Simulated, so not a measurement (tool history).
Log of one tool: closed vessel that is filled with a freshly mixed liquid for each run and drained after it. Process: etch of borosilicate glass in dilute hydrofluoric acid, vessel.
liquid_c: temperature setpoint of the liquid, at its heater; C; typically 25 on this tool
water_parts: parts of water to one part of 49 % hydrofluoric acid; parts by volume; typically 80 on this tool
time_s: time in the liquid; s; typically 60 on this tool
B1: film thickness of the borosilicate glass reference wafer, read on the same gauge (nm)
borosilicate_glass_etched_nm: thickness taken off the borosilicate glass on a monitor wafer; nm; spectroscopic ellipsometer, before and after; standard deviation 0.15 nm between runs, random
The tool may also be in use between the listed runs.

Run 1, hour 0: usual settings but water_parts 65 parts by volume; B1 139.98. Result: borosilicate_glass_etched_nm 25.65 nm.
Run 2, hour 12.8: usual settings but water_parts 65 parts by volume; B1 140. Result: borosilicate_glass_etched_nm 25.15 nm.
Run 3, hour 45.5: usual settings; B1 139.98. Result: borosilicate_glass_etched_nm 20.15 nm.
Run 4, hour 64.8: usual settings; B1 140.03. Result: borosilicate_glass_etched_nm 20.35 nm.
Run 5, hour 91.4: usual settings; B1 139.99. Result: borosilicate_glass_etched_nm 20.11 nm.
Run 6, hour 110.6: usual settings; B1 139.99. Result: borosilicate_glass_etched_nm 20.24 nm.
Run 7, hour 145.9: usual settings; B1 139.99. Result: borosilicate_glass_etched_nm 19.96 nm.
Run 8, hour 163.5: usual settings; B1 139.99. Result: borosilicate_glass_etched_nm 20.47 nm.
Run 9, hour 199.2: usual settings; B1 140.01. Result: borosilicate_glass_etched_nm 20.33 nm.
Run 10, hour 226.3: usual settings; B1 140. Result: borosilicate_glass_etched_nm 20.15 nm.
Run 11, hour 251.9: usual settings but liquid_c 23 C; B1 140. Result: borosilicate_glass_etched_nm 18.42 nm.
Run 12, hour 271.8: usual settings but water_parts 110 parts by volume; B1 140.02. Result: borosilicate_glass_etched_nm 13.99 nm.
Run 13, hour 285.7: usual settings; B1 139.98. Result: borosilicate_glass_etched_nm 19.87 nm.
Run 14, hour 299.3: usual settings but water_parts 60 parts by volume, time_s 30 s; B1 140. Result: borosilicate_glass_etched_nm 12.67 nm.
Run 15, hour 334.9: usual settings but liquid_c 28 C, time_s 85 s; B1 140.01. Result: borosilicate_glass_etched_nm 29.49 nm.
Run 16, hour 349.5: usual settings but water_parts 115 parts by volume; B1 140. Result: borosilicate_glass_etched_nm 12.37 nm.
Run 17, hour 384: usual settings; B1 139.98. Result: borosilicate_glass_etched_nm 18.32 nm.
Run 18, hour 412: usual settings but time_s 90 s; B1 140.03. Result: borosilicate_glass_etched_nm 27.48 nm.
Run 19, hour 438.5: usual settings but water_parts 95 parts by volume, time_s 90 s; B1 140.02. Result: borosilicate_glass_etched_nm 22.75 nm.
Run 20, hour 453: usual settings but liquid_c 23 C, water_parts 50 parts by volume, time_s 80 s; B1 139.99. Result: borosilicate_glass_etched_nm 37.48 nm.
Run 21, hour 502.7: usual settings but liquid_c 23 C, time_s 40 s; B1 140.01. Result: borosilicate_glass_etched_nm 13.48 nm.
Run 22, hour 518: usual settings but liquid_c 29 C, water_parts 50 parts by volume; B1 140.01. Result: borosilicate_glass_etched_nm 43.63 nm.
Run 23, hour 543.9: usual settings; B1 139.97. Result: borosilicate_glass_etched_nm 22.02 nm.
Run 24, hour 569.8: usual settings but liquid_c 21.5 C; B1 139.98. Result: borosilicate_glass_etched_nm 18.95 nm.
Run 25, hour 591.4: usual settings but water_parts 90 parts by volume; B1 139.98. Result: borosilicate_glass_etched_nm 19.23 nm.
Run 26, hour 622.4: usual settings but liquid_c 26.5 C, water_parts 105 parts by volume, time_s 70 s; B1 140. Result: borosilicate_glass_etched_nm 20.07 nm.
Run 27, hour 639.6: usual settings; B1 140. Result: borosilicate_glass_etched_nm 21.58 nm.
Run 28, hour 721.9: usual settings but liquid_c 22.5 C, water_parts 100 parts by volume, time_s 50 s; B1 140.02. Result: borosilicate_glass_etched_nm 12.78 nm.
Run 29, hour 739: usual settings but liquid_c 21 C, water_parts 95 parts by volume; B1 139.98. Result: borosilicate_glass_etched_nm 15.37 nm.
Run 30, hour 751.3: usual settings but liquid_c 22.5 C; B1 140.01. Result: borosilicate_glass_etched_nm 19.54 nm.
Run 31, hour 778.1: usual settings but water_parts 100 parts by volume, time_s 30 s; B1 140.03. Result: borosilicate_glass_etched_nm 8.41 nm.
Run 32, hour 807: usual settings but liquid_c 30 C, time_s 85 s; B1 140.01. Result: borosilicate_glass_etched_nm 37.02 nm.
Run 33, hour 826.1: usual settings but liquid_c 23.5 C, water_parts 65 parts by volume, time_s 50 s; B1 140.01. Result: borosilicate_glass_etched_nm 21.43 nm.

Withheld: 4 entries from between the runs. Position of each, and hidden state at the listed run before versus the listed run after:
From run 13 to run 14: hydrofluoric acid flow meter replaced (hour 293)
  hydrofluoric acid flow below the setpoint (%): 8.65 -> 15
  difference, measured minus the result without the unlogged condition, borosilicate_glass_etched_nm: -2.09 -> -2.44 nm
From run 16 to run 17: thermometer replaced (hour 371)
  hydrofluoric acid flow below the setpoint (%): 15.2 -> 15.3
  difference, measured minus the result without the unlogged condition, borosilicate_glass_etched_nm: -2.58 -> -3.72 nm
From run 20 to run 21: hydrofluoric acid flow meter replaced, repeated, since the last time left the tool worse (hour 463.8)
  hydrofluoric acid flow below the setpoint (%): 15.6 -> 0.561
  difference, measured minus the result without the unlogged condition, borosilicate_glass_etched_nm: -7.43 -> -0.08 nm
From run 23 to run 24: gauge calibrated (hour 548.7)
  hydrofluoric acid flow below the setpoint (%): 0.728 -> 0.833
  difference, measured minus the result without the unlogged condition, borosilicate_glass_etched_nm: -0.18 -> -0.17 nm
